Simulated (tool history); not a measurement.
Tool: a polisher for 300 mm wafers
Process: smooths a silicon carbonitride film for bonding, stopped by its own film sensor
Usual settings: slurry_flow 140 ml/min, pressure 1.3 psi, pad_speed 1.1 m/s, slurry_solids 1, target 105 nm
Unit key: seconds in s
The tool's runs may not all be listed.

run	hour	slurry_flow	pressure	pad_speed	slurry_solids	target	wafers since the last listed run	wafers polished on this pad	hours since the slurry nozzle was cleaned	hours since the head pressure was calibrated	hours since the slurry blender was calibrated	incoming thickness of the incoming film, nm	seconds
1	0	140	1	1.1	1	105	0	710	0.3	223.7	429	129	139.1
# hour 47.9: slurry blender recalibrated
2	48.4	140	1	1.1	1	105	385	1095	48.7	272.1	0.5	132.9	168.8
3	102.4	140	1.3	1.1	1	105	448	1543	102.7	326.1	54.5	129.3	110.7
4	183.1	140	1.3	1.1	1	105	669	2213	183.4	406.8	135.2	132	127.3
5	229.7	140	1.3	1.1	1	105	386	2599	230	453.4	181.8	131.7	123.7
# hour 288.5: worn pad replaced by a new one
6	324.3	140	1.3	1.1	1	105	751	296	324.6	548	276.4	132.3	133.4
7	397.1	140	1.3	1.1	1	105	604	901	397.4	620.8	349.2	132	136.3
8	462.4	140	1.3	1.1	1	105	541	1442	462.7	686.1	414.5	128.5	118
# hour 468.6: head pressure recalibrated
# hour 518.9: slurry nozzle cleaned
# hour 546.1: slurry blender recalibrated
9	554.3	140	1.3	1.1	1	105	721	2164	35.4	85.7	8.2	130.6	131.9
# hour 596.2: worn pad replaced by a new one, repeated, since the last time left the tool worse
10	870.1	140	1.3	1.2	1	100	2587	2272	351.2	401.5	324	130.4	134.1
# hour 955.4: worn pad replaced by a new one
11	977	140	0.8	1.1	1	105	853	178	458.1	508.4	430.9	128	168.3
# hour 1012.6: slurry nozzle cleaned
# hour 1024.8: slurry blender recalibrated
# hour 1071.5: head pressure recalibrated
12	1229.2	140	1.3	0.8	1	111	2051	2230	216.6	157.7	204.4	129.9	113.8
# hour 1276: worn pad replaced by a new one
13	1312.7	140	1.3	1.1	1	110	659	304	300.1	241.2	287.9	131.8	97
14	1371.6	140	1.3	1.1	0.85	105	488	793	359	300.1	346.8	130.8	122.9
15	1472.7	140	1.3	1.1	1	105	839	1632	460.1	401.2	447.9	130.2	112.9
# hour 1506.7: slurry nozzle cleaned
# hour 1534.8: slurry blender recalibrated
16	1545.4	185	1	1.1	1.2	98	578	2211	38.7	473.9	10.6	129.5	170
17	1584.3	140	1.3	1.1	1	105	322	2534	77.6	512.8	49.5	128.2	108.4
# hour 1623.6: worn pad replaced by a new one
18	1664.5	125	1.5	0.82	1.2	105	632	339	157.8	593	129.7	128.8	111

Alternative continuations, all from the tool just after run 18; predict every row:
A	1665	140	1.3	1.1	1	105	4	343	158.3	593.5	130.2	129.6	?
B	1665	175	0.9	1.1	1	105	4	343	158.3	593.5	130.2	129.6	?
C	1665	140	1	1.1	1	110	4	343	158.3	593.5	130.2	129.6	?
D	1665	140	0.9	0.98	0.8	105	4	343	158.3	593.5	130.2	129.6	?

run	seconds
A	110.8
B	156.3
C	114.8
D	193.1
With the hidden condition removed and each run's random variation left untouched, the same runs would have given:
run	seconds
A	110.2
B	155.4
C	114.1
D	192.1
